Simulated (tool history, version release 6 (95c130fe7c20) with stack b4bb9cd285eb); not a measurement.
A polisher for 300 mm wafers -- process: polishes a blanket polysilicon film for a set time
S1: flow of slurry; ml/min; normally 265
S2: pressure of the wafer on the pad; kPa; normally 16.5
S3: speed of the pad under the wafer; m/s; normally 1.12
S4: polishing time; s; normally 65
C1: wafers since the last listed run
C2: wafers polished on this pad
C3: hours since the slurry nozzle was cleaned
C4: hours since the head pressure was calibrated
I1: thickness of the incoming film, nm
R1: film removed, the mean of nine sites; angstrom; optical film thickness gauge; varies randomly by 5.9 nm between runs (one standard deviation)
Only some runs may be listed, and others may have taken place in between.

{"run": 1, "day": 0.0, "S1": 265, "S2": 16.5, "S3": 0.86, "S4": 65, "C1": 0, "C2": 289, "C3": 237.4, "C4": 88.5, "I1": 1857.4, "R1": 3746}
{"run": 2, "day": 3.862, "S1": 265, "S2": 16.5, "S3": 0.86, "S4": 65, "C1": 655, "C2": 944, "C3": 330.1, "C4": 181.2, "I1": 1890.4, "R1": 3592}
{"run": 3, "day": 5.979, "S1": 265, "S2": 16.5, "S3": 1.12, "S4": 65, "C1": 359, "C2": 1303, "C3": 380.9, "C4": 232.0, "I1": 1843.2, "R1": 4730}
{"day": 9.812, "done": "worn pad replaced by a new one"}
{"run": 4, "day": 10.329, "S1": 265, "S2": 16.5, "S3": 1.12, "S4": 65, "C1": 709, "C2": 87, "C3": 485.3, "C4": 336.4, "I1": 1853.6, "R1": 4637}
{"run": 5, "day": 13.917, "S1": 265, "S2": 14.5, "S3": 1.42, "S4": 65, "C1": 608, "C2": 696, "C3": 571.4, "C4": 422.5, "I1": 1895.9, "R1": 5181}
{"day": 15.088, "done": "head pressure recalibrated"}
{"day": 19.562, "done": "worn pad replaced by a new one"}
{"day": 22.946, "done": "slurry nozzle cleaned"}
{"run": 6, "day": 27.329, "S1": 240, "S2": 16.5, "S3": 1.12, "S4": 65, "C1": 2225, "C2": 1310, "C3": 105.2, "C4": 293.8, "I1": 1862.1, "R1": 4673}
{"day": 29.35, "done": "worn pad replaced by a new one"}
{"run": 7, "day": 31.375, "S1": 240, "S2": 16.5, "S3": 1.12, "S4": 65, "C1": 658, "C2": 343, "C3": 202.3, "C4": 390.9, "I1": 1872.6, "R1": 4676}
{"run": 8, "day": 34.888, "S1": 265, "S2": 16.5, "S3": 1.12, "S4": 84, "C1": 595, "C2": 939, "C3": 286.6, "C4": 475.2, "I1": 1861.6, "R1": 5933}
{"day": 35.792, "done": "head pressure recalibrated"}
{"run": 9, "day": 36.438, "S1": 265, "S2": 16.5, "S3": 1.12, "S4": 65, "C1": 248, "C2": 1188, "C3": 323.8, "C4": 15.5, "I1": 1876.1, "R1": 4898}
{"day": 39.604, "done": "worn pad replaced by a new one"}
{"run": 10, "day": 39.683, "S1": 240, "S2": 19.3, "S3": 1.12, "S4": 65, "C1": 522, "C2": 13, "C3": 401.7, "C4": 93.4, "I1": 1868.2, "R1": 5671}
{"run": 11, "day": 43.792, "S1": 230, "S2": 16.5, "S3": 1.02, "S4": 78, "C1": 696, "C2": 710, "C3": 500.3, "C4": 192.0, "I1": 1903.5, "R1": 5097}
{"run": 12, "day": 46.212, "S1": 230, "S2": 16.5, "S3": 1.02, "S4": 78, "C1": 410, "C2": 1121, "C3": 558.4, "C4": 250.1, "I1": 1860.3, "R1": 5163}
{"day": 48.133, "done": "slurry nozzle cleaned"}
{"day": 49.717, "done": "worn pad replaced by a new one"}
{"run": 13, "day": 50.488, "S1": 265, "S2": 14.5, "S3": 1.24, "S4": 65, "C1": 689, "C2": 130, "C3": 56.5, "C4": 352.7, "I1": 1856.7, "R1": 4502}
{"run": 14, "day": 53.454, "S1": 265, "S2": 13.1, "S3": 1.12, "S4": 46, "C1": 503, "C2": 634, "C3": 127.7, "C4": 423.9, "I1": 1891.8, "R1": 2585}
{"day": 54.129, "done": "head pressure recalibrated"}
{"run": 15, "day": 56.825, "S1": 265, "S2": 12.4, "S3": 1.26, "S4": 65, "C1": 557, "C2": 1191, "C3": 208.6, "C4": 64.7, "I1": 1856.6, "R1": 4192}

Some steps in R1 between neighbouring runs. How much of each would the tool show without its hidden state too (settings, what came in, random variation), and how much is left for the hidden state, with any gauge scatter that isn't in both results?
What the log doesn't record here: removal rate lost through wear of the pad, %; slurry flow missing at the pad, %; deviation of the head's pressure from its setpoint, %.
Run 8 -> 9: S4 84 -> 65, head pressure recalibrated. R1 -1035 angstrom: hidden state +398, all else -1433.
Run 13 -> 14: S2 14.5 -> 13.1, S3 1.24 -> 1.12, S4 65 -> 46. R1 -1917 angstrom: hidden state +103, all else -2020.
